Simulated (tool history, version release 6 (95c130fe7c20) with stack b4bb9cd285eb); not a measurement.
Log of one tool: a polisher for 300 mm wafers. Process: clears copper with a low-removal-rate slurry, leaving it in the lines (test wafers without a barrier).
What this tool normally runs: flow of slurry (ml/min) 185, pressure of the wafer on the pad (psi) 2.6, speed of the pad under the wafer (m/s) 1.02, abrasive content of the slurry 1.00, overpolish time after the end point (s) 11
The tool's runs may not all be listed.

| run | hour | flow of slurry (ml/min) | pressure of the wafer on the pad (psi) | speed of the pad under the wafer (m/s) | abrasive content of the slurry | overpolish time after the end point (s) | incoming thickness of the incoming film, nm | time until the end point was called (s) | dishing of a wide line in a test structure (nm) |
|---|---|---|---|---|---|---|---|---|---|
| 1 | 0.0 | 185 | 2.6 | 0.80 | 1.00 | 11 | 203.0 | 112.5 | 15.8 |
| 2 | 16.4 | 185 | 2.6 | 0.80 | 1.00 | 11 | 205.3 | 110.1 | 15.7 |
| 3 | 33.7 | 185 | 2.6 | 0.80 | 1.00 | 11 | 205.6 | 117.2 | 15.2 |
|  | 44.5 | worn pad replaced by a new one |
| 4 | 45.0 | 185 | 2.6 | 1.26 | 1.00 | 11 | 205.4 | 70.9 | 24.4 |
| 5 | 54.6 | 185 | 2.6 | 1.26 | 1.00 | 11 | 205.0 | 70.4 | 23.8 |
| 6 | 65.2 | 185 | 2.6 | 0.84 | 1.00 | 11 | 201.3 | 105.8 | 16.4 |
|  | 73.3 | slurry nozzle cleaned |
| 7 | 79.3 | 185 | 2.6 | 0.84 | 1.00 | 11 | 206.2 | 112.7 | 16.0 |
|  | 81.7 | slurry blender recalibrated |
| 8 | 85.8 | 185 | 2.6 | 0.84 | 1.00 | 11 | 206.2 | 101.8 | 16.9 |
|  | 88.6 | head pressure recalibrated |
| 9 | 101.3 | 185 | 1.9 | 1.02 | 1.00 | 13 | 206.9 | 117.5 | 17.6 |
| 10 | 118.0 | 185 | 3.1 | 1.02 | 1.00 | 11 | 201.2 | 72.9 | 23.2 |
| 11 | 132.8 | 125 | 2.6 | 1.30 | 1.25 | 18 | 206.6 | 70.8 | 37.4 |
| 12 | 140.1 | 155 | 3.2 | 1.02 | 1.10 | 16 | 206.0 | 76.2 | 32.5 |
| 13 | 152.1 | 185 | 2.6 | 1.02 | 1.00 | 11 | 202.1 | 92.6 | 18.8 |
|  | 170.3 | slurry blender recalibrated |
| 14 | 170.8 | 220 | 2.6 | 1.02 | 0.70 | 11 | 205.1 | 93.0 | 18.1 |
| 15 | 176.4 | 220 | 1.8 | 1.32 | 0.90 | 11 | 206.8 | 97.1 | 17.6 |
|  | 187.0 | worn pad replaced by a new one |
| 16 | 192.7 | 185 | 2.6 | 1.02 | 0.85 | 11 | 202.5 | 85.6 | 19.8 |
| 17 | 207.5 | 185 | 2.6 | 1.02 | 1.00 | 11 | 203.2 | 85.9 | 20.1 |
| 18 | 219.7 | 185 | 2.1 | 1.14 | 1.00 | 6 | 208.7 | 98.8 | 10.1 |
| 19 | 236.1 | 185 | 3.1 | 1.02 | 0.85 | 11 | 205.4 | 78.1 | 21.9 |
| 20 | 242.8 | 185 | 2.6 | 1.02 | 1.00 | 11 | 207.0 | 92.5 | 18.8 |

Some steps in time until the end point was called (s), run to run, broken into two amounts with sign: the step expected even without the hidden condition (settings, incoming material, random variation), and the rest, left for the hidden condition together with whatever gauge scatter is not in both the measured and the hidden-condition-free result:
The tool's hidden condition here consists of: removal rate lost through wear of the pad, %; slurry flow missing at the pad, %; deviation of the head's pressure from its setpoint, %; abrasive missing from the slurry, %.
Run 3 -> 4: speed of the pad under the wafer (m/s) 0.80 -> 1.26, worn pad replaced by a new one. time until the end point was called (s) -46.3: hidden state -7.9, all else -38.4.
Run 7 -> 8: slurry blender recalibrated. time until the end point was called (s) -10.9: hidden state -8.4, all else -2.5.
Run 9 -> 10: pressure of the wafer on the pad (psi) 1.9 -> 3.1, overpolish time after the end point (s) 13 -> 11. time until the end point was called (s) -44.6: hidden state -1.3, all else -43.3.
